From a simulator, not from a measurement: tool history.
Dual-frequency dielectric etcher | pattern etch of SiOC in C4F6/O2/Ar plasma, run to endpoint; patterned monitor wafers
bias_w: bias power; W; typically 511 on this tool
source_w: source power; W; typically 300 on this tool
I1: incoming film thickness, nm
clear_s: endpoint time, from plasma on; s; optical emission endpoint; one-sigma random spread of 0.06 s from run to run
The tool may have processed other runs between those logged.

{"run": 1, "hour": 0.0, "bias_w": 511, "source_w": 330, "I1": 43.18, "clear_s": 14.8}
{"run": 2, "hour": 21.8, "bias_w": 511, "source_w": 330, "I1": 43.36, "clear_s": 14.8}
{"run": 3, "hour": 40.4, "bias_w": 511, "source_w": 330, "I1": 43.34, "clear_s": 14.8}
{"run": 4, "hour": 57.9, "bias_w": 557, "source_w": 280, "I1": 43.64, "clear_s": 15.9}
{"run": 5, "hour": 89.3, "bias_w": 557, "source_w": 280, "I1": 43.46, "clear_s": 15.8}
{"hour": 135.6, "done": "upper electrode replaced"}
{"run": 6, "hour": 136.1, "bias_w": 511, "source_w": 300, "I1": 43.61, "clear_s": 15.4}
{"run": 7, "hour": 138.9, "bias_w": 511, "source_w": 300, "I1": 43.27, "clear_s": 15.4}
{"run": 8, "hour": 161.7, "bias_w": 461, "source_w": 250, "I1": 43.58, "clear_s": 17.5}
{"hour": 176.0, "done": "source power generator calibrated"}
{"run": 9, "hour": 177.1, "bias_w": 637, "source_w": 220, "I1": 43.62, "clear_s": 17.6}
{"hour": 200.8, "done": "bias power generator calibrated"}
{"hour": 208.3, "done": "wet clean of the chamber"}
{"run": 10, "hour": 208.8, "bias_w": 511, "source_w": 300, "I1": 43.56, "clear_s": 16.2}
{"run": 11, "hour": 227.1, "bias_w": 511, "source_w": 300, "I1": 44.15, "clear_s": 16.5}
{"run": 12, "hour": 248.0, "bias_w": 464, "source_w": 320, "I1": 43.3, "clear_s": 15.8}
{"run": 13, "hour": 266.7, "bias_w": 617, "source_w": 250, "I1": 43.13, "clear_s": 16.8}
{"run": 14, "hour": 287.7, "bias_w": 511, "source_w": 240, "I1": 43.39, "clear_s": 18.2}
{"run": 15, "hour": 323.6, "bias_w": 557, "source_w": 360, "I1": 43.36, "clear_s": 14.3}

The tool's hidden state at each run:
bias power that arrives over what is set, %: 0 in every run
source power that arrives over what is set, %: 0 in every run
H1: etch rate over this chamber's usual, %
run=1 H1=2.89
run=2 H1=3.08
run=3 H1=3.24
run=4 H1=3.4
run=5 H1=3.67
run=6 H1=4.08
run=7 H1=4.11
run=8 H1=4.31
run=9 H1=4.44
run=10 H1=-0.168
run=11 H1=-0.00781
run=12 H1=0.175
run=13 H1=0.339
run=14 H1=0.522
run=15 H1=0.836
